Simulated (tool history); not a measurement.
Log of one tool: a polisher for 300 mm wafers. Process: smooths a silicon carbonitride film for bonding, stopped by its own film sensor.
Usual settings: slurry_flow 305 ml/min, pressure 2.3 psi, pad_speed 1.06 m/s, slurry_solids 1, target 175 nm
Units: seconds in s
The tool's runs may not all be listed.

run,hour,slurry_flow,pressure,pad_speed,slurry_solids,target,"incoming thickness of the incoming film, nm",seconds
1,0,305,2.5,1.06,1,175,223.3,144.8
2,63.1,305,2.5,1.06,1,175,218.7,130.5
3,106.7,305,2.3,1.06,1,175,223.1,153.2
# hour 135.6: worn pad replaced by a new one
4,178.1,305,2.3,1.06,1,175,222.2,150.7
# hour 228.3: slurry blender recalibrated
5,244.6,305,2.3,1.06,1,175,219.1,140.9
6,277.9,305,2.3,1.06,0.9,175,220,152.7
# hour 311.3: worn pad replaced by a new one
7,322.6,305,2.3,1.06,0.9,175,220.5,154.7
8,356.4,305,2.3,1.06,0.9,175,221.8,160.7
9,407.9,305,2.3,1.06,1,175,223.7,153.5
# hour 412: slurry nozzle cleaned
10,458.5,305,2.3,1.06,1,189,224.1,111.9
# hour 470.2: head pressure recalibrated
# hour 484.9: worn pad replaced by a new one
11,496.7,305,2.3,1.06,1,175,219.5,138.4
# hour 531.6: slurry blender recalibrated
12,533.3,400,2.3,1.06,1,163,216.6,162.5
13,579.4,305,2.9,1.06,1,175,222.8,128.4
14,636.9,265,2.8,1.38,0.9,175,216.3,104.3
# hour 678.6: worn pad replaced by a new one
15,700.7,305,2.3,1.06,1,175,218.4,135
16,736.8,305,2.8,1.06,1,190,218.1,77.8
17,784.9,305,2.3,1.06,1,175,218,133.4
# hour 789.2: slurry blender recalibrated
# hour 843.9: worn pad replaced by a new one
18,849.3,305,2.5,1.06,0.9,175,217.9,139.2

3 ways to go on from here, each from the tool as it stands after run 18. What would each give?
A,849.8,305,2.3,1.06,1,160,221.3,?
B,849.8,305,2.3,1.06,1,168,221.3,?
C,849.8,270,2.3,0.92,1,175,221.3,?

run,seconds
A,189.5
B,164.7
C,158.2
Without the tool's hidden state the same runs would have given:
run,seconds
A,189.5
B,164.7
C,158.2
